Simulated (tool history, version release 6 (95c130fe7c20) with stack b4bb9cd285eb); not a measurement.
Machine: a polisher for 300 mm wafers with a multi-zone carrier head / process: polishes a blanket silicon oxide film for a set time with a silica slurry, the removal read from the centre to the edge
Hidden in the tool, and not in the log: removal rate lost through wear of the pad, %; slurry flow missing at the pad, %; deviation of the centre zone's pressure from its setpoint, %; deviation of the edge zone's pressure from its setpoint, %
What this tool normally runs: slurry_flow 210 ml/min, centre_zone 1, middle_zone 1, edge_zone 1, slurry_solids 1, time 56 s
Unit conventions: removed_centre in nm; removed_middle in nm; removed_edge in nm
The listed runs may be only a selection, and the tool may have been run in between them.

run,hour,slurry_flow,centre_zone,middle_zone,edge_zone,slurry_solids,time,wafers since the last listed run,wafers polished on this pad,hours since the slurry nozzle was cleaned,hours since the centre zone pressure was calibrated,hours since the edge zone pressure was calibrated,hours since the carrier head's membrane was replaced,"incoming thickness of the incoming film, nm",removed_centre,removed_middle,removed_edge
1,0,210,1.08,1,1,1,56,0,2092,313.2,560.7,262.9,226.4,1860.9,141.4,126.4,128.2
# hour 20: worn pad replaced by a new one
2,28.2,210,1,1,1,1,56,311,105,341.4,588.9,291.1,254.6,1873.1,129,126.5,126.6
# hour 35.4: edge zone pressure recalibrated
# hour 182.6: worn pad replaced by a new one
3,183.1,210,0.92,1,1,1,41,1915,6,496.3,743.8,147.7,409.5,1886.3,88.1,92.9,92.9
# hour 219.1: slurry nozzle cleaned
4,243.1,210,0.92,1,1,1,41,759,765,24,803.8,207.7,469.5,1881.9,88.4,92.3,92.5
5,271.3,210,1,1,1,1,56,362,1128,52.2,832,235.9,497.7,1861.7,131.7,128.6,127.3
6,312.9,210,1,1,1,1,56,535,1663,93.8,873.6,277.5,539.3,1873,131.8,128.6,126.9
7,351.6,210,1,1,1,1,56,497,2161,132.5,912.3,316.2,578,1862.2,130.6,129.3,127.2
# hour 367.5: worn pad replaced by a new one
8,383.2,210,1,1,1,1,56,355,201,164.1,943.9,347.8,609.6,1865.9,131.7,128.6,126.4
# hour 413.6: edge zone pressure recalibrated
# hour 429.7: centre zone pressure recalibrated
9,441.9,210,1.04,1,1,1,56,703,905,222.8,12.2,28.3,668.3,1897.3,136.2,128.5,126.2
10,503,275,1,0.93,1,1,56,786,1691,283.9,73.3,89.4,729.4,1855.5,134.8,121.2,128.7
# hour 554.6: worn pad replaced by a new one
11,564.7,280,1,1.04,1,1,56,742,129,345.6,135,151.1,791.1,1857.4,133.1,134.7,129.9
# hour 618.8: carrier head's membrane replaced by a new one
12,629,210,1,1.05,1.08,1,56,762,892,409.9,199.3,215.4,10.2,1868.6,130.8,129.2,131.3
13,689.6,245,0.92,1,1,0.8,56,779,1672,470.5,259.9,276,70.8,1817.3,112.6,119.3,118
# hour 710.8: slurry nozzle cleaned
14,741,210,1,1,1,1,64,648,2320,30.2,311.3,327.4,122.2,1874.4,149,148.2,146.3
# hour 753.9: worn pad replaced by a new one
15,776.9,245,1.09,1,1,0.75,48,410,295,66.1,347.2,363.3,158.1,1840.5,111.3,97,98.3
# hour 780.5: edge zone pressure recalibrated
16,843.5,210,1,1,1,1,56,831,1126,132.7,413.8,63,224.7,1882,130.1,126.9,128.1
17,914.2,210,0.96,1.07,1,1,56,909,2036,203.4,484.5,133.7,295.4,1886.1,124.3,135.7,127
18,945.8,210,0.95,1,1.11,1.2,64,406,2442,235,516.1,165.3,327,1829.2,150.3,153.8,160.9

Below are 4 alternative next runs, each starting from the tool's condition after run 18. Predict each:
A,946.2,210,1,1,1,1,56,5,2447,235.4,516.5,165.7,327.4,1842.4,?,?,?
B,946.2,210,1,1,1,1.2,56,5,2447,235.4,516.5,165.7,327.4,1842.4,?,?,?
C,946.2,210,1,1,0.93,1,50,5,2447,235.4,516.5,165.7,327.4,1842.4,?,?,?
D,946.2,210,0.93,1,1.1,1,56,5,2447,235.4,516.5,165.7,327.4,1842.4,?,?,?

run,removed_centre,removed_middle,removed_edge
A,131.1,125.6,127
B,140,134.2,135.7
C,117,112.2,109.5
D,121.8,125.6,133.1
Without the tool's hidden state the same runs would have given:
run,removed_centre,removed_middle,removed_edge
A,131.1,125.6,127
B,140,134.2,135.7
C,117,112.2,109.5
D,121.8,125.6,133.1
